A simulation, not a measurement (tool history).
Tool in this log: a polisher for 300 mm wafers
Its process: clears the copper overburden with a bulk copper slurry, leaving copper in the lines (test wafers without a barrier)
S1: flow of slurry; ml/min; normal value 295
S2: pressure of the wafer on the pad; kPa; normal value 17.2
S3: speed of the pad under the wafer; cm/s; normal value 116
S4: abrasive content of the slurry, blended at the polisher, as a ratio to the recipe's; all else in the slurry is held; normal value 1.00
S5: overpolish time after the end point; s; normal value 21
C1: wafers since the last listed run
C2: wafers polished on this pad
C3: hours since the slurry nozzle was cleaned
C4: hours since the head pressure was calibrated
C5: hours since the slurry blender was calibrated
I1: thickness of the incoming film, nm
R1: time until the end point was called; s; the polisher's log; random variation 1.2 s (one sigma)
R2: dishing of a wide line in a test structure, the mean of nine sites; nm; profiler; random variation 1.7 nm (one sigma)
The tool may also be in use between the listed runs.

run   hour   S1    S2   S3    S4  S5   C1    C2     C3     C4     C5      I1     R1     R2
  1    0.0  295  17.2  116  1.00  21    0   358   85.7  589.0  399.3  1129.5  154.3   89.2
      28.7  -- slurry blender recalibrated
  2   29.2  295  17.2  116  1.10  21  221   579  114.9  618.2    0.5  1137.1  152.6   85.9
  3   41.4  360  17.2  116  1.00  21   99   679  127.1  630.4   12.7  1131.4  153.0   88.4
  4   60.1  345  13.8  116  1.00  21  152   831  145.8  649.1   31.4  1125.3  198.3   74.1
  5   75.5  345  13.8  116  1.00  21  125   957  161.2  664.5   46.8  1107.4  195.1   70.3
  6   89.0  345  13.8  116  1.00  21  110  1067  174.7  678.0   60.3  1110.1  194.4   72.2
  7  111.0  295  17.2  116  0.80  21  179  1246  196.7  700.0   82.3  1108.6  170.1   78.7
  8  140.8  295  17.2  116  0.80  21  242  1489  226.5  729.8  112.1  1098.0  173.1   79.6
  9  154.2  295  17.2  116  1.00  12  109  1599  239.9  743.2  125.5  1129.6  171.7   53.7
     164.0  -- worn pad replaced by a new one
 10  182.8  295  22.8  116  1.00  29  200   153  268.5  771.8  154.1  1130.4  115.3  127.9
 11  210.3  220  17.2  116  1.00  21  224   377  296.0  799.3  181.6  1128.6  154.3   87.5
 12  245.4  335  17.2  136  1.15  11  286   663  331.1  834.4  216.7  1112.8  129.3   62.3
     267.1  -- head pressure recalibrated
 13  268.5  215  17.2  116  0.80  21  172   835  354.2    1.4  239.8  1134.3  172.1   83.4
 14  282.5  295  17.2  104  1.00  27  114   949  368.2   15.4  253.8  1114.7  170.0   93.1
 15  315.2  345  20.7  116  0.90  16  266  1216  400.9   48.1  286.5  1129.5  134.5   82.8

Predict the results of run 16:
     337.8  -- worn pad replaced by a new one
 16  342.4  215  17.2  116  0.80  21  189  37  428.1  75.3  313.7  1140.2   ?   ?

Run 16 produced R1 168.8 s, R2 81.5 nm.
The same run, on a tool lacking any hidden state, would have yielded R1 167.2 s, R2 82.0 nm.
